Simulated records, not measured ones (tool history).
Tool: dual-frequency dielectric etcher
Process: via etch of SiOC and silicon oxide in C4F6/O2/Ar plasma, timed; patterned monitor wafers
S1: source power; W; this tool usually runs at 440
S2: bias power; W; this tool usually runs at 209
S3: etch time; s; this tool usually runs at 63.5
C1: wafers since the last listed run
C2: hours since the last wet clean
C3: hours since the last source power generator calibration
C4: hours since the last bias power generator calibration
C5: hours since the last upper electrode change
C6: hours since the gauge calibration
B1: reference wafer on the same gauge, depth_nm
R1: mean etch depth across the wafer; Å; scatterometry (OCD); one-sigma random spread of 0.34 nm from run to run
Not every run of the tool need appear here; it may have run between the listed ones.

run    hour   S1   S2    S3    C1     C2      C3      C4      C5      C6    B1    R1
  1     0.0  440  209  63.5     0  540.2  2405.4  2310.8  3321.4   421.4  81.3   886
  2    46.5  440  209  63.5   449  586.7  2451.9  2357.3  3367.9   467.9  81.3   880
  3   107.0  440  209  63.5   584  647.2  2512.4  2417.8  3428.4   528.4  81.3   871
      177.2  -- wet clean of the chamber
  4   211.1  440  209  63.5   774   33.9  2616.5  2521.9  3532.5   632.5  81.2   902
  5   264.7  440  191  63.5   518   87.5  2670.1  2575.5  3586.1   686.1  81.4   870
  6   312.2  440  209  63.5   459  135.0  2717.6  2623.0  3633.6   733.6  81.2   895
  7   420.1  440  209  63.5  1042  242.9  2825.5  2730.9  3741.5   841.5  81.3   890
  8   456.2  440  209  63.5   348  279.0  2861.6  2767.0  3777.6   877.6  81.1   888
  9   547.4  440  229  75.5   881  370.2  2952.8  2858.2  3868.8   968.8  81.3  1088
      744.8  -- gauge calibrated
 10   828.8  440  229  75.5  2719  651.6  3234.2  3139.6  4150.2    84.0  81.2  1071
      856.0  -- wet clean of the chamber
 11   912.3  440  229  75.5   575   56.3  3317.7  3223.1  4233.7   167.5  81.2  1044
 12  1018.1  380  249  72.0  1022  162.1  3423.5  3328.9  4339.5   273.3  81.2   986
 13  1059.6  440  196  63.5   401  203.6  3465.0  3370.4  4381.0   314.8  81.1   830
 14  1131.4  530  209  63.5   693  275.4  3536.8  3442.2  4452.8   386.6  81.1   890
     1153.6  -- source power generator calibrated
     1179.8  -- bias power generator calibrated
     1186.9  -- wet clean of the chamber, repeated, since the last time left the tool worse
 15  1234.7  440  209  63.5   851   47.8    81.1    54.9  4556.1   489.9  81.4   904
     1309.0  -- upper electrode replaced
 16  1340.1  440  237  57.5   786  153.2   186.5   160.3    31.1   595.3  81.4   850
 17  1392.6  470  248  47.5   507  205.7   239.0   212.8    83.6   647.8  81.3   730
 18  1453.0  440  209  63.5   583  266.1   299.4   273.2   144.0   708.2  81.3   892
 19  1526.1  510  209  63.5   706  339.2   372.5   346.3   217.1   781.3  81.1   930
 20  1596.1  490  181  82.0   676  409.2   442.5   416.3   287.1   851.3  81.2  1125
 21  1686.4  340  257  63.5   872  499.5   532.8   506.6   377.4   941.6  81.1   887
 22  1770.7  440  209  46.0   814  583.8   617.1   590.9   461.7  1025.9  81.2   635

3 options for the next run, each taken on its own from the tool as it stands now. Forecast them:
  A  1771.1  440  209  63.5   3  584.2  617.5  591.3  462.1  1026.3   ?   ?
  B  1771.1  380  226  50.0   3  584.2  617.5  591.3  462.1  1026.3   ?   ?
  C  1771.1  400  164  63.5   3  584.2  617.5  591.3  462.1  1026.3   ?   ?

run    B1   R1
  A  81.2  874
  B  81.2  680
  C  81.2  784
Had the tool no hidden state, the same runs would have come out as:
run   R1
  A  900
  B  701
  C  808
